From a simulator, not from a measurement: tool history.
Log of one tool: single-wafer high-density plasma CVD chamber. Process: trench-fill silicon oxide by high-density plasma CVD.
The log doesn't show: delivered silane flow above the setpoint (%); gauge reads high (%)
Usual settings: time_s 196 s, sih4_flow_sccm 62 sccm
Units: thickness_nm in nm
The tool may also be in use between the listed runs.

run   hour  time_s  sih4_flow_sccm  wafers since the last listed run  hours since the silane flow controller was replaced  hours since the gauge calibration  read-back reference wafer on the same gauge, thickness_nm  thickness_nm
  1      0     196              62                                 0                                               3181.1                              132.5                                                   1225.685      1277.835
  2   50.6     214              62                               373                                               3231.7                              183.1                                                   1221.935      1384.362
  3   97.8     219              62                               348                                               3278.9                              230.3                                                   1218.929      1420.628
  4  129.5     219              62                               234                                               3310.6                                262                                                   1218.842      1403.159
     278.5  -- silane flow controller replaced
  5    279     196              62                              1044                                                  0.5                              411.5                                                   1213.842      1263.014
  6  314.4     196              62                               261                                                 35.9                              446.9                                                   1211.594      1266.575
  7  374.2     196              62                               441                                                 95.7                              506.7                                                    1211.87      1262.459
  8  434.9     196              67                               448                                                156.4                              567.4                                                     1210.6       1326.31
  9  463.5     196              67                               211                                                  185                                596                                                   1209.468      1328.515
 10  489.4     163              62                               191                                                210.9                              621.9                                                   1210.778      1042.237
     509.2  -- gauge calibrated
 11  518.2     219              62                               212                                                239.7                                  9                                                   1237.834      1432.983
 12    583     196              52                               478                                                304.5                               73.8                                                   1229.263      1122.367
 13  607.5     196              67                               180                                                  329                               98.3                                                   1226.618      1349.238
 14  635.5     229              68                               206                                                  357                              126.3                                                   1226.085      1589.542
 15  683.8     233              53                               356                                                405.3                              174.6                                                   1219.958      1338.811

The next listed run, before its measurement:
 16  715.7     196              62                               235                                                437.2                              206.5                                                          ?             ?

{"run 16": {"read-back reference wafer on the same gauge, thickness_nm": 1217.573, "thickness_nm": 1266.414}}
Without the tool's hidden state the same run would have given thickness_nm 1288.618 nm.
